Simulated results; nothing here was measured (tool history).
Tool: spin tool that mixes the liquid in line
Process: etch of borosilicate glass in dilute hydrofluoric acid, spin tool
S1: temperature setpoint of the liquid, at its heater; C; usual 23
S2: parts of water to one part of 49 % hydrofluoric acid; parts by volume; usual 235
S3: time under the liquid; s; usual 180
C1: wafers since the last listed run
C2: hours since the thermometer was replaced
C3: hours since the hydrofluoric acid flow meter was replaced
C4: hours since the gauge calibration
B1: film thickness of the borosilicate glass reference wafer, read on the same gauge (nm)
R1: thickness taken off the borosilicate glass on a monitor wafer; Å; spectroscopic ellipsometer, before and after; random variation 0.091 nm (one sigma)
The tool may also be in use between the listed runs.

{"run": 1, "hour": 0.0, "S1": 26, "S2": 235, "S3": 180, "C1": 0, "C2": 737, "C3": 899.5, "C4": 42.9, "B1": 49.98, "R1": 234.8}
{"run": 2, "hour": 9.3, "S1": 23, "S2": 235, "S3": 105, "C1": 87, "C2": 746.3, "C3": 908.8, "C4": 52.2, "B1": 49.99, "R1": 121.6}
{"run": 3, "hour": 25.8, "S1": 23, "S2": 235, "S3": 180, "C1": 155, "C2": 762.8, "C3": 925.3, "C4": 68.7, "B1": 49.97, "R1": 209.5}
{"run": 4, "hour": 39.8, "S1": 23, "S2": 235, "S3": 180, "C1": 132, "C2": 776.8, "C3": 939.3, "C4": 82.7, "B1": 50.02, "R1": 208.7}
{"run": 5, "hour": 55.7, "S1": 23, "S2": 235, "S3": 180, "C1": 149, "C2": 792.7, "C3": 955.2, "C4": 98.6, "B1": 50.01, "R1": 208.8}
{"run": 6, "hour": 72.3, "S1": 23, "S2": 235, "S3": 180, "C1": 156, "C2": 809.3, "C3": 971.8, "C4": 115.2, "B1": 50, "R1": 208.2}
{"run": 7, "hour": 87.9, "S1": 23, "S2": 235, "S3": 180, "C1": 147, "C2": 824.9, "C3": 987.4, "C4": 130.8, "B1": 50.01, "R1": 207.4}
{"run": 8, "hour": 98.7, "S1": 21, "S2": 235, "S3": 180, "C1": 101, "C2": 835.7, "C3": 998.2, "C4": 141.6, "B1": 49.99, "R1": 191.1}
{"run": 9, "hour": 106.5, "S1": 21, "S2": 235, "S3": 180, "C1": 73, "C2": 843.5, "C3": 1006, "C4": 149.4, "B1": 50.02, "R1": 192.7}
{"run": 10, "hour": 116.7, "S1": 21, "S2": 235, "S3": 180, "C1": 96, "C2": 853.7, "C3": 1016.2, "C4": 159.6, "B1": 49.97, "R1": 191.4}
{"run": 11, "hour": 128.2, "S1": 23, "S2": 170, "S3": 180, "C1": 108, "C2": 865.2, "C3": 1027.7, "C4": 171.1, "B1": 50.05, "R1": 305}
{"run": 12, "hour": 145.3, "S1": 24.5, "S2": 300, "S3": 75, "C1": 161, "C2": 882.3, "C3": 1044.8, "C4": 188.2, "B1": 49.98, "R1": 66.3}
{"run": 13, "hour": 157.4, "S1": 23, "S2": 235, "S3": 180, "C1": 114, "C2": 894.4, "C3": 1056.9, "C4": 200.3, "B1": 50.01, "R1": 206.5}
{"hour": 173.3, "done": "hydrofluoric acid flow meter replaced"}
{"run": 14, "hour": 173.8, "S1": 23, "S2": 235, "S3": 180, "C1": 145, "C2": 910.8, "C3": 0.5, "C4": 216.7, "B1": 50.06, "R1": 224.5}
{"run": 15, "hour": 181.9, "S1": 23, "S2": 135, "S3": 240, "C1": 76, "C2": 918.9, "C3": 8.6, "C4": 224.8, "B1": 49.99, "R1": 582.6}
{"run": 16, "hour": 199.0, "S1": 28, "S2": 125, "S3": 120, "C1": 161, "C2": 936, "C3": 25.7, "C4": 241.9, "B1": 50.02, "R1": 386}
{"run": 17, "hour": 205.2, "S1": 23, "S2": 155, "S3": 110, "C1": 58, "C2": 942.2, "C3": 31.9, "C4": 248.1, "B1": 49.99, "R1": 225.6}
{"run": 18, "hour": 211.5, "S1": 25, "S2": 165, "S3": 135, "C1": 59, "C2": 948.5, "C3": 38.2, "C4": 254.4, "B1": 50, "R1": 276.1}
{"hour": 223.3, "done": "thermometer replaced"}
{"run": 19, "hour": 257.9, "S1": 23, "S2": 200, "S3": 255, "C1": 428, "C2": 34.6, "C3": 84.6, "C4": 300.8, "B1": 49.98, "R1": 398.7}
{"run": 20, "hour": 265.4, "S1": 23, "S2": 330, "S3": 245, "C1": 70, "C2": 42.1, "C3": 92.1, "C4": 308.3, "B1": 49.99, "R1": 205}
{"hour": 265.7, "done": "gauge calibrated"}
{"run": 21, "hour": 281.7, "S1": 23, "S2": 200, "S3": 235, "C1": 153, "C2": 58.4, "C3": 108.4, "C4": 16, "B1": 50.01, "R1": 368.3}
{"run": 22, "hour": 297.2, "S1": 18, "S2": 195, "S3": 285, "C1": 146, "C2": 73.9, "C3": 123.9, "C4": 31.5, "B1": 49.98, "R1": 376.5}
{"run": 23, "hour": 310.1, "S1": 21.5, "S2": 235, "S3": 270, "C1": 121, "C2": 86.8, "C3": 136.8, "C4": 44.4, "B1": 49.97, "R1": 325.7}
{"run": 24, "hour": 325.2, "S1": 23, "S2": 235, "S3": 240, "C1": 142, "C2": 101.9, "C3": 151.9, "C4": 59.5, "B1": 49.96, "R1": 306.5}
{"run": 25, "hour": 333.8, "S1": 23, "S2": 305, "S3": 180, "C1": 81, "C2": 110.5, "C3": 160.5, "C4": 68.1, "B1": 49.96, "R1": 165.2}
{"run": 26, "hour": 344.1, "S1": 23, "S2": 270, "S3": 95, "C1": 97, "C2": 120.8, "C3": 170.8, "C4": 78.4, "B1": 50.02, "R1": 101.1}
{"run": 27, "hour": 360.2, "S1": 21.5, "S2": 150, "S3": 85, "C1": 151, "C2": 136.9, "C3": 186.9, "C4": 94.5, "B1": 49.99, "R1": 174.2}
{"run": 28, "hour": 369.7, "S1": 20, "S2": 125, "S3": 90, "C1": 89, "C2": 146.4, "C3": 196.4, "C4": 104, "B1": 49.99, "R1": 214}
{"run": 29, "hour": 381.4, "S1": 23, "S2": 235, "S3": 180, "C1": 110, "C2": 158.1, "C3": 208.1, "C4": 115.7, "B1": 50.01, "R1": 227.2}
{"run": 30, "hour": 390.0, "S1": 23, "S2": 235, "S3": 180, "C1": 81, "C2": 166.7, "C3": 216.7, "C4": 124.3, "B1": 50, "R1": 228.9}
{"run": 31, "hour": 403.3, "S1": 23, "S2": 235, "S3": 180, "C1": 125, "C2": 180, "C3": 230, "C4": 137.6, "B1": 49.96, "R1": 227.6}
{"run": 32, "hour": 416.0, "S1": 23, "S2": 185, "S3": 285, "C1": 119, "C2": 192.7, "C3": 242.7, "C4": 150.3, "B1": 50.01, "R1": 480.2}
{"run": 33, "hour": 432.7, "S1": 23, "S2": 355, "S3": 180, "C1": 157, "C2": 209.4, "C3": 259.4, "C4": 167, "B1": 49.98, "R1": 133}

4 ways to go on from here, each from the tool as it stands after run 33. What would each give?
{"run": "A", "hour": 433.2, "S1": 27, "S2": 235, "S3": 180, "C1": 4, "C2": 209.9, "C3": 259.9, "C4": 167.5, "B1": "?", "R1": "?"}
{"run": "B", "hour": 433.2, "S1": 27, "S2": 335, "S3": 180, "C1": 4, "C2": 209.9, "C3": 259.9, "C4": 167.5, "B1": "?", "R1": "?"}
{"run": "C", "hour": 433.2, "S1": 26.5, "S2": 300, "S3": 110, "C1": 4, "C2": 209.9, "C3": 259.9, "C4": 167.5, "B1": "?", "R1": "?"}
{"run": "D", "hour": 433.2, "S1": 27, "S2": 295, "S3": 180, "C1": 4, "C2": 209.9, "C3": 259.9, "C4": 167.5, "B1": "?", "R1": "?"}

run=A B1=50 R1=260.6
run=B B1=50 R1=164.3
run=C B1=50 R1=114.3
run=D B1=50 R1=194.5
Without the tool's hidden state the same runs would have given:
run=A R1=272.1
run=B R1=171.8
run=C R1=119.5
run=D R1=203.2

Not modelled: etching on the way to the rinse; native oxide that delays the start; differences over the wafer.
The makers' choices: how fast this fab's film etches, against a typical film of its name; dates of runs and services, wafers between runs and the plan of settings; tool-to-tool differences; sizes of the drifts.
